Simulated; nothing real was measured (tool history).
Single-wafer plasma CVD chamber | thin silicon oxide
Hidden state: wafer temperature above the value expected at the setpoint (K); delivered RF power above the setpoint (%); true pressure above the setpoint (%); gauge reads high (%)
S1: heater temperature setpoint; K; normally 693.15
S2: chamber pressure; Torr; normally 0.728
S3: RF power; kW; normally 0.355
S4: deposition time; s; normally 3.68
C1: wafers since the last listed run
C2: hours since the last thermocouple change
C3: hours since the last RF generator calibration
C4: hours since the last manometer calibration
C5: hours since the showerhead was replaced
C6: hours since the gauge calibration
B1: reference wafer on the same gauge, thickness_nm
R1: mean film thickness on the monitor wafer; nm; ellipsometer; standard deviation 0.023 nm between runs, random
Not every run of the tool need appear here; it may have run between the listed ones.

run,hour,S1,S2,S3,S4,C1,C2,C3,C4,C5,C6,B1,R1
1,0.0,693.15,0.728,0.355,3.68,0,1265.0,398.5,1107.0,4049.2,2206.2,5.724,6.880
# hour 57.9: capacitance manometer re-zeroed and calibrated
2,58.4,693.15,0.728,0.355,3.68,1000,1323.4,456.9,0.5,4107.6,2264.6,5.726,6.856
3,113.2,693.15,0.728,0.355,3.68,1087,1378.2,511.7,55.3,4162.4,2319.4,5.727,6.848
4,205.1,693.15,0.728,0.300,3.68,1824,1470.1,603.6,147.2,4254.3,2411.3,5.725,6.495
5,255.7,693.15,0.728,0.300,3.68,1004,1520.7,654.2,197.8,4304.9,2461.9,5.726,6.461
6,327.7,693.15,0.728,0.335,3.68,1429,1592.7,726.2,269.8,4376.9,2533.9,5.734,6.681
7,381.1,693.15,0.728,0.335,3.68,1059,1646.1,779.6,323.2,4430.3,2587.3,5.723,6.616
# hour 396.8: RF generator calibrated
8,463.5,687.15,0.728,0.410,3.68,1476,1728.5,66.7,405.6,4512.7,2669.7,5.729,7.231
9,532.1,687.15,0.728,0.410,3.68,1361,1797.1,135.3,474.2,4581.3,2738.3,5.733,7.161
# hour 585.9: gauge calibrated
10,631.9,687.15,0.728,0.410,3.68,1980,1896.9,235.1,574.0,4681.1,46.0,5.728,7.197
11,674.1,693.15,0.728,0.355,3.68,837,1939.1,277.3,616.2,4723.3,88.2,5.726,6.888
# hour 692.1: showerhead replaced
12,717.0,693.15,0.728,0.355,3.68,692,1982.0,320.2,659.1,24.9,131.1,5.730,6.868
13,781.5,705.15,0.886,0.385,4.01,1280,2046.5,384.7,723.6,89.4,195.6,5.729,8.890
14,832.0,693.15,0.728,0.355,3.68,1002,2097.0,435.2,774.1,139.9,246.1,5.724,6.873
15,903.7,693.15,0.552,0.355,3.68,1423,2168.7,506.9,845.8,211.6,317.8,5.728,5.395
16,984.5,693.15,0.728,0.310,4.23,1603,2249.5,587.7,926.6,292.4,398.6,5.731,7.559
17,1090.8,693.15,0.728,0.355,3.68,2109,2355.8,694.0,1032.9,398.7,504.9,5.728,6.742
18,1129.7,693.15,0.597,0.335,4.16,772,2394.7,732.9,1071.8,437.6,543.8,5.729,6.294
19,1179.6,693.15,0.728,0.355,3.68,990,2444.6,782.8,1121.7,487.5,593.7,5.729,6.765
20,1255.1,693.15,0.728,0.355,3.68,1498,2520.1,858.3,1197.2,563.0,669.2,5.740,6.705
# hour 1346.6: RF generator calibrated
21,1347.1,682.15,0.728,0.405,3.03,1667,2612.1,0.5,1289.2,655.0,761.2,5.730,5.934
22,1407.0,693.15,0.859,0.355,3.68,1188,2672.0,60.4,1349.1,714.9,821.1,5.732,7.891
# hour 1442.5: capacitance manometer re-zeroed and calibrated
# hour 1446.6: thermocouple changed; heater temperature recalibrated
23,1469.3,693.15,0.728,0.425,3.68,997,22.7,122.7,26.8,777.2,883.4,5.729,7.241
24,1688.6,700.15,0.728,0.405,3.68,4352,242.0,342.0,246.1,996.5,1102.7,5.734,7.091
25,1765.2,687.15,0.648,0.355,3.68,1520,318.6,418.6,322.7,1073.1,1179.3,5.722,6.206
26,1872.6,693.15,0.728,0.355,3.68,2131,426.0,526.0,430.1,1180.5,1286.7,5.731,6.822
27,1909.3,693.15,0.728,0.355,3.46,728,462.7,562.7,466.8,1217.2,1323.4,5.731,6.400

Predict each of these 5 candidate next runs independently; none follows another, all start after run 27:
A,1909.7,693.15,0.671,0.355,3.68,7,463.1,563.1,467.2,1217.6,1323.8,?,?
B,1909.7,693.15,0.728,0.390,4.29,7,463.1,563.1,467.2,1217.6,1323.8,?,?
C,1909.7,693.15,0.571,0.410,3.68,7,463.1,563.1,467.2,1217.6,1323.8,?,?
D,1909.7,702.15,0.644,0.415,3.94,7,463.1,563.1,467.2,1217.6,1323.8,?,?
E,1909.7,693.15,0.728,0.415,3.23,7,463.1,563.1,467.2,1217.6,1323.8,?,?

run,B1,R1
A,5.728,6.350
B,5.728,8.159
C,5.728,5.748
D,5.728,6.823
E,5.728,6.255
Stripped of hidden state, with their random variation kept, the same runs would have yielded:
run,R1
A,6.434
B,8.258
C,5.818
D,6.906
E,6.330

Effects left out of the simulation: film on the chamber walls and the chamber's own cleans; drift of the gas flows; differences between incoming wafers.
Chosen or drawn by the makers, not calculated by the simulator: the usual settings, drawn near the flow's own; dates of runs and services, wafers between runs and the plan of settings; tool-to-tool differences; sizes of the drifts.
